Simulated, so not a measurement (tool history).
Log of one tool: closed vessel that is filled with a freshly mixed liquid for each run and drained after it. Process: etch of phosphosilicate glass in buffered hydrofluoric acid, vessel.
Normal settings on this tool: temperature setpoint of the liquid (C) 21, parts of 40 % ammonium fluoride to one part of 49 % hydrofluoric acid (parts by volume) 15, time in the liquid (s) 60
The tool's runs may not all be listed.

run,hour,temperature setpoint of the liquid (C),parts of 40 % ammonium fluoride to one part of 49 % hydrofluoric acid (parts by volume),time in the liquid (s),wafers since the last listed run,hours since the thermometer was replaced,hours since the hydrofluoric acid flow meter was replaced,hours since the gauge calibration,"read-back film thickness of the phosphosilicate glass reference wafer, read on the same gauge (nm)",thickness taken off the phosphosilicate glass on a monitor wafer (Å)
1,0,21,15,75,0,1618.1,1607.9,256.3,80,1461.7
2,61.2,21,15,75,5258,1679.3,1669.1,317.5,79.98,1477.5
3,126.2,24.5,15,60,5585,1744.3,1734.1,382.5,80.02,1431.4
4,154.5,24.5,15,60,2431,1772.6,1762.4,410.8,79.98,1440
5,220.6,21,15,60,5679,1838.7,1828.5,476.9,80.02,1172.3
6,267,23,15,60,3986,1885.1,1874.9,523.3,80,1342.4
7,327.1,23,15,60,5164,1945.2,1935,583.4,79.99,1318.8
# hour 338.8: gauge calibrated
8,390.5,21,15,70,5447,2008.6,1998.4,51.7,79.99,1395.3
9,415.4,21,15,70,2139,2033.5,2023.3,76.6,79.98,1368.4
10,439.9,21,15,70,2105,2058,2047.8,101.1,80,1394.5
11,465.3,21,15,60,2182,2083.4,2073.2,126.5,80.03,1187
12,535.6,21,15,60,6040,2153.7,2143.5,196.8,80.01,1196.3
13,579.6,18.5,12,35,3780,2197.7,2187.5,240.8,80.02,758
# hour 678.2: hydrofluoric acid flow meter replaced
# hour 721.8: thermometer replaced
14,745,23,20.5,45,14039,23.2,66.8,406.2,79.99,733.4
15,813.6,25.5,15,60,5894,91.8,135.4,474.8,79.99,1505.7
16,873.2,21,19.5,60,5121,151.4,195,534.4,80,914.9
17,910.8,18.5,12.5,80,3230,189,232.6,572,79.99,1623.4
18,949.8,21,15,75,3351,228,271.6,611,79.99,1480.6
19,983.5,21,15,75,2895,261.7,305.3,644.7,80.02,1486.5
20,1007.9,21,17,75,2096,286.1,329.7,669.1,80,1327.9

Alternative continuations, all from the tool just after run 20; predict every row:
A,1008.6,21,15,60,60,286.8,330.4,669.8,?,?
B,1008.6,22.5,9.5,60,60,286.8,330.4,669.8,?,?
C,1008.6,21,13.5,60,60,286.8,330.4,669.8,?,?

run,"read-back film thickness of the phosphosilicate glass reference wafer, read on the same gauge (nm)",thickness taken off the phosphosilicate glass on a monitor wafer (Å)
A,80,1180.4
B,80,1969.7
C,80,1309.1
With no hidden state in the tool, these same runs would have given:
run,thickness taken off the phosphosilicate glass on a monitor wafer (Å)
A,1180.4
B,1969.7
C,1309.1
